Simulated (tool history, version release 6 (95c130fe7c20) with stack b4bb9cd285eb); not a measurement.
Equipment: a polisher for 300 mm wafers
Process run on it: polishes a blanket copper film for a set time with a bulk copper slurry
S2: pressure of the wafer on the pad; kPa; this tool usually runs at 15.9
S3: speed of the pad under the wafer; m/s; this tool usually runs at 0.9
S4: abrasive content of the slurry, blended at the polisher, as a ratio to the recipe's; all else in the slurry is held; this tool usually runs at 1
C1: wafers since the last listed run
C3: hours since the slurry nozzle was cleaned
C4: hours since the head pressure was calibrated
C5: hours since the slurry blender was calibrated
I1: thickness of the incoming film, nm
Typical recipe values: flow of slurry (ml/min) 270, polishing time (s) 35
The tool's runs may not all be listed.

Run 1, hour 0: usual settings; C1 0; wafers polished on this pad 2935; C3 45.7; C4 174.2; C5 251; I1 3361.2. Result: film removed (nm) 204.6.
Run 2, hour 46.8: usual settings; C1 787; wafers polished on this pad 3723; C3 92.5; C4 221; C5 297.8; I1 3362.2. Result: film removed (nm) 202.6.
Run 3, hour 95.2: usual settings; C1 814; wafers polished on this pad 4538; C3 140.9; C4 269.4; C5 346.2; I1 3311. Result: film removed (nm) 194.9.
At hour 144.8: slurry blender recalibrated.
Run 4, hour 151.9: usual settings; C1 920; wafers polished on this pad 5458; C3 197.6; C4 326.1; C5 7.1; I1 3352.7. Result: film removed (nm) 211.8.
Run 5, hour 238.4: usual settings; C1 1455; wafers polished on this pad 6914; C3 284.1; C4 412.6; C5 93.6; I1 3329.6. Result: film removed (nm) 206.2.
At hour 276.9: worn pad replaced by a new one.
Run 6, hour 277.4: usual settings; C1 589; wafers polished on this pad 8; C3 323.1; C4 451.6; C5 132.6; I1 3382.7. Result: film removed (nm) 202.9.
Run 7, hour 383.4: usual settings but flow of slurry (ml/min) 245, polishing time (s) 30; C1 1784; wafers polished on this pad 1792; C3 429.1; C4 557.6; C5 238.6; I1 3325.4. Result: film removed (nm) 172.8.
At hour 422: slurry nozzle cleaned.
Run 8, hour 472.6: usual settings but flow of slurry (ml/min) 245, polishing time (s) 30; C1 1484; wafers polished on this pad 3277; C3 50.6; C4 646.8; C5 327.8; I1 3349.4. Result: film removed (nm) 164.7.
Run 9, hour 540.4: usual settings but flow of slurry (ml/min) 245, polishing time (s) 30; C1 1141; wafers polished on this pad 4418; C3 118.4; C4 714.6; C5 395.6; I1 3351.1. Result: film removed (nm) 168.8.
At hour 605.3: slurry blender recalibrated.
At hour 691: worn pad replaced by a new one, of another model than before.
At hour 779.2: head pressure recalibrated.
Run 10, hour 795: usual settings; C1 4150; wafers polished on this pad 1716; C3 373; C4 15.8; C5 189.7; I1 3376.3. Result: film removed (nm) 202.3.
At hour 902.3: slurry nozzle cleaned.
Run 11, hour 902.8: usual settings; C1 1797; wafers polished on this pad 3514; C3 0.5; C4 123.6; C5 297.5; I1 3402.1. Result: film removed (nm) 203.
Run 12, hour 974.2: usual settings; C1 1201; wafers polished on this pad 4716; C3 71.9; C4 195; C5 368.9; I1 3370.9. Result: film removed (nm) 197.5.
At hour 1071.8: slurry blender recalibrated.
At hour 1072.3: worn pad replaced by a new one.
Run 13, hour 1080.4: usual settings but S2 13.1 kPa, S3 0.64 m/s; C1 1744; wafers polished on this pad 135; C3 178.1; C4 301.2; C5 8.6; I1 3343.2. Result: film removed (nm) 150.
Run 14, hour 1137: usual settings; C1 952; wafers polished on this pad 1088; C3 234.7; C4 357.8; C5 65.2; I1 3296.5. Result: film removed (nm) 207.9.
Run 15, hour 1175.9: usual settings but flow of slurry (ml/min) 200, S2 19.3 kPa, S4 1.2, polishing time (s) 43; C1 654; wafers polished on this pad 1743; C3 273.6; C4 396.7; C5 104.1; I1 3346.1. Result: film removed (nm) 276.
Run 16, hour 1264.1: usual settings but S4 1.2; C1 1484; wafers polished on this pad 3227; C3 361.8; C4 484.9; C5 192.3; I1 3324.2. Result: film removed (nm) 209.9.
At hour 1312.7: slurry nozzle cleaned.
Run 17, hour 1332: usual settings but flow of slurry (ml/min) 350, S4 1.15, polishing time (s) 24; C1 1126; wafers polished on this pad 4353; C3 19.3; C4 552.8; C5 260.2; I1 3336.4. Result: film removed (nm) 150.1.
At hour 1516.6: slurry blender recalibrated.
Run 18, hour 1541.9: usual settings but flow of slurry (ml/min) 355, S2 17.9 kPa, S4 0.9, polishing time (s) 44; C1 3499; wafers polished on this pad 7853; C3 229.2; C4 762.7; C5 25.3; I1 3316.4. Result: film removed (nm) 288.1.
At hour 1550.3: worn pad replaced by a new one.
At hour 1641: head pressure recalibrated.
Run 19, hour 1642.2: usual settings; C1 1587; wafers polished on this pad 1513; C3 329.5; C4 1.2; C5 125.6; I1 3377.5. Result: film removed (nm) 200.9.
At hour 1683.6: slurry nozzle cleaned.
Run 20, hour 1713.5: usual settings but S2 12.4 kPa; C1 1183; wafers polished on this pad 2696; C3 29.9; C4 72.5; C5 196.9; I1 3339.3. Result: film removed (nm) 174.3.
Run 21, hour 1786.2: usual settings but S3 1.04 m/s; C1 1223; wafers polished on this pad 3919; C3 102.6; C4 145.2; C5 269.6; I1 3396.1. Result: film removed (nm) 215.3.
Run 22, hour 1872.5: usual settings; C1 1452; wafers polished on this pad 5372; C3 188.9; C4 231.5; C5 355.9; I1 3320.2. Result: film removed (nm) 199.9.
At hour 1898.9: slurry blender recalibrated.
At hour 1959.1: worn pad replaced by a new one.
Run 23, hour 1959.6: usual settings but S3 1.08 m/s, S4 1.1, polishing time (s) 29; C1 1365; wafers polished on this pad 7; C3 276; C4 318.6; C5 60.7; I1 3310.8. Result: film removed (nm) 192.6.
Run 24, hour 2032: usual settings but S2 13.8 kPa; C1 1218; wafers polished on this pad 1226; C3 348.4; C4 391; C5 133.1; I1 3334. Result: film removed (nm) 186.7.
Run 25, hour 2114.4: usual settings but flow of slurry (ml/min) 200, polishing time (s) 42; C1 1386; wafers polished on this pad 2613; C3 430.8; C4 473.4; C5 215.5; I1 3330.4. Result: film removed (nm) 232.

Describe how what the log doesn't record of the tool's condition differs between the last listed run preceding each entry between runs and the first listed run following it.
Run 3 -> run 4: slurry blender recalibrated (hour 144.8)
  abrasive missing from the slurry, %: 17.6 -> 0.485
  measured minus no-state result, film removed (nm): -7.5 -> -0.2
Run 5 -> run 6: worn pad replaced by a new one (hour 276.9)
  abrasive missing from the slurry, %: 1.7 -> 2.93
  measured minus no-state result, film removed (nm): -0.7 -> -1.2
Run 7 -> run 8: slurry nozzle cleaned (hour 422)
  abrasive missing from the slurry, %: 8.4 -> 15.4
  measured minus no-state result, film removed (nm): -3.1 -> -5.5
Run 9 -> run 10: slurry blender recalibrated (hour 605.3); worn pad replaced by a new one, of another model than before (hour 691); head pressure recalibrated (hour 779.2)
  abrasive missing from the slurry, %: 22.3 -> 8.07
  measured minus no-state result, film removed (nm): -8.4 -> -3.4
Run 10 -> run 11: slurry nozzle cleaned (hour 902.3)
  abrasive missing from the slurry, %: 8.07 -> 15.4
  measured minus no-state result, film removed (nm): -3.4 -> -6.7
Run 12 -> run 13: slurry blender recalibrated (hour 1071.8); worn pad replaced by a new one (hour 1072.3)
  abrasive missing from the slurry, %: 22 -> 0.562
  measured minus no-state result, film removed (nm): -9.8 -> -0.1
Run 16 -> run 17: slurry nozzle cleaned (hour 1312.7)
  abrasive missing from the slurry, %: 5.7 -> 9.98
  measured minus no-state result, film removed (nm): -2.5 -> -3.2
Run 17 -> run 18: slurry blender recalibrated (hour 1516.6)
  abrasive missing from the slurry, %: 9.98 -> 2.69
  measured minus no-state result, film removed (nm): -3.2 -> -1.5
Run 18 -> run 19: worn pad replaced by a new one (hour 1550.3); head pressure recalibrated (hour 1641)
  abrasive missing from the slurry, %: 2.69 -> 4.8
  measured minus no-state result, film removed (nm): -1.5 -> -1.9
Run 19 -> run 20: slurry nozzle cleaned (hour 1683.6)
  abrasive missing from the slurry, %: 4.8 -> 8
  measured minus no-state result, film removed (nm): -1.9 -> -2.9
Run 22 -> run 23: slurry blender recalibrated (hour 1898.9); worn pad replaced by a new one (hour 1959.1)
  abrasive missing from the slurry, %: 20.2 -> 1.27
  measured minus no-state result, film removed (nm): -9 -> -0.5
